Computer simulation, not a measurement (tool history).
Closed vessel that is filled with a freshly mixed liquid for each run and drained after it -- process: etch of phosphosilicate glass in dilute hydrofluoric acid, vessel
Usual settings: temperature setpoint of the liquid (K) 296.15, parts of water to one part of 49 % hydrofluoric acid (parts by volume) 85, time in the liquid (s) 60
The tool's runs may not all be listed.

run	hour	temperature setpoint of the liquid (K)	parts of water to one part of 49 % hydrofluoric acid (parts by volume)	time in the liquid (s)	read-back film thickness of the phosphosilicate glass reference wafer, read on the same gauge (nm)	thickness taken off the phosphosilicate glass on a monitor wafer (Å)
1	0.0	296.15	85	60	79.96	617.5
2	29.4	299.15	85	60	80.02	697.5
3	49.8	299.15	85	60	80.01	696.2
4	79.5	296.15	85	60	80.00	618.9
5	92.0	296.15	85	60	79.97	620.6
6	117.5	296.15	85	60	80.03	555.3
7	136.1	296.15	85	60	80.02	547.0
8	152.1	296.15	85	60	80.00	547.2
9	177.1	296.15	85	60	79.98	550.1
10	191.3	299.15	85	35	79.99	362.2
11	223.4	296.15	85	45	79.99	415.2
12	244.8	296.15	85	60	80.03	586.2
13	257.2	291.65	60	90	80.01	1057.5
14	285.8	300.15	95	90	79.98	925.9
15	318.0	293.65	70	60	80.03	660.6
16	333.4	296.15	85	60	80.02	591.4
17	368.9	296.15	85	60	79.96	590.7
18	397.0	299.15	55	35	80.03	628.0
19	423.3	296.15	50	50	80.00	876.7
20	448.0	296.15	85	95	80.03	934.1
21	460.2	296.15	75	60	80.02	675.2
22	478.0	294.65	115	60	79.99	399.7
23	493.9	294.65	95	60	79.99	489.1
24	529.0	298.15	105	75	80.00	630.4
25	547.4	296.15	60	45	79.95	644.6
26	564.5	296.15	55	60	80.02	953.3
27	585.7	296.15	85	60	80.01	586.0
28	619.7	296.15	85	60	79.99	587.9
29	642.7	299.65	85	85	79.99	971.0
30	669.2	291.65	85	60	80.03	495.2
31	692.6	296.15	85	50	80.00	496.0
32	725.6	296.15	85	60	80.06	593.3
33	750.9	296.15	50	45	80.01	799.7

The log once held 3 entries between its listed runs, left out of this copy. Where does each go, and what is different about the tool's unlogged condition between the listed run before it and the listed run after it?
From run 5 to run 6: thermometer replaced (hour 114.4)
  liquid hotter than its thermometer reads (K): 3.31 -> 0.491; hydrofluoric acid flow below the setpoint (%): 5.48 -> 5.54
  what was measured, less what the result would be without the hidden state, thickness taken off the phosphosilicate glass on a monitor wafer (Å): +41.4 -> -24.6
From run 11 to run 12: hydrofluoric acid flow meter replaced (hour 237.6)
  liquid hotter than its thermometer reads (K): 0.585 -> 0.604; hydrofluoric acid flow below the setpoint (%): 5.77 -> 0.228
  what was measured, less what the result would be without the hidden state, thickness taken off the phosphosilicate glass on a monitor wafer (Å): -17.8 -> +12.6
From run 14 to run 15: gauge calibrated (hour 316.8)
  liquid hotter than its thermometer reads (K): 0.641 -> 0.669; hydrofluoric acid flow below the setpoint (%): 0.318 -> 0.389
  what was measured, less what the result would be without the hidden state, thickness taken off the phosphosilicate glass on a monitor wafer (Å): +19.4 -> +15.4
